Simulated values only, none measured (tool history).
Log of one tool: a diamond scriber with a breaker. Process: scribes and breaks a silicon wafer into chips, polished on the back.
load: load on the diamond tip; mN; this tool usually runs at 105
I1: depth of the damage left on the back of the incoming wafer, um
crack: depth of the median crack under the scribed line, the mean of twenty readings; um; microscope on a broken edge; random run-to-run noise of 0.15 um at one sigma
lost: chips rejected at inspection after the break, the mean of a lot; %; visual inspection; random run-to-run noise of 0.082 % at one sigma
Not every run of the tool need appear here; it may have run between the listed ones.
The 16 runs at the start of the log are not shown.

Run 17, hour 1085.8: usual settings; I1 0.02. Result: crack 10.21 um, lost 2.86 %.
Run 18, hour 1161.4: usual settings but load 115 mN; I1 0.04. Result: crack 10.17 um, lost 2.36 %.
At hour 1215.7: diamond tip replaced by a new one.
Run 19, hour 1261.1: usual settings but load 123 mN; I1 0.03. Result: crack 11.77 um, lost 1.82 %.
Run 20, hour 1354.7: usual settings but load 73 mN; I1 0.03. Result: crack 9.14 um, lost 5.80 %.
Run 21, hour 1423.7: usual settings but load 128 mN; I1 0.03. Result: crack 11.58 um, lost 1.73 %.
Run 22, hour 1477.2: usual settings but load 124 mN; I1 0.02. Result: crack 11.19 um, lost 1.77 %.
Run 23, hour 1516.6: usual settings; I1 0.05. Result: crack 10.15 um, lost 2.31 %.
Run 24, hour 1622.3: usual settings but load 82 mN; I1 0.03. Result: crack 9.21 um, lost 5.00 %.
Run 25, hour 1729.0: usual settings; I1 0.03. Result: crack 9.98 um, lost 2.94 %.
Run 26, hour 1816.4: usual settings but load 122 mN; I1 0.03. Result: crack 11.13 um, lost 1.86 %.
Run 27, hour 1900.6: usual settings but load 133 mN; I1 0.02. Result: crack 11.33 um, lost 1.60 %.
Run 28, hour 1961.3: usual settings; I1 0.04. Result: crack 9.85 um, lost 2.93 %.
Run 29, hour 2045.9: usual settings but load 74 mN; I1 0.02. Result: crack 8.68 um, lost 8.82 %.
At hour 2074.6: diamond tip replaced by a new one.
Run 30, hour 2134.3: usual settings but load 87 mN; I1 0.02. Result: crack 10.25 um, lost 2.81 %.
Run 31, hour 2191.3: usual settings but load 74 mN; I1 0.04. Result: crack 9.19 um, lost 5.23 %.
Run 32, hour 2236.0: usual settings but load 121 mN; I1 0.04. Result: crack 11.44 um, lost 1.78 %.
Run 33, hour 2328.1: usual settings but load 120 mN; I1 0.05. Result: crack 11.36 um, lost 1.72 %.
At hour 2360.7: load on the tip recalibrated.
Run 34, hour 2399.5: usual settings but load 137 mN; I1 0.03. Result: crack 11.99 um, lost 1.77 %.
Run 35, hour 2473.2: usual settings but load 78 mN; I1 0.01. Result: crack 8.97 um, lost 6.22 %.
Run 36, hour 2548.9: usual settings; I1 0.03. Result: crack 10.11 um, lost 2.64 %.

Run 37 comes next. What will it give?
Run 37, hour 2605.5: usual settings but load 88 mN; I1 0.03. Result: crack ?, lost ?.

Run 37 yielded crack 9.35 um, lost 4.63 %.
Minus the tool's unlogged condition, the same run would have read crack 10.46 um, lost 2.18 %.
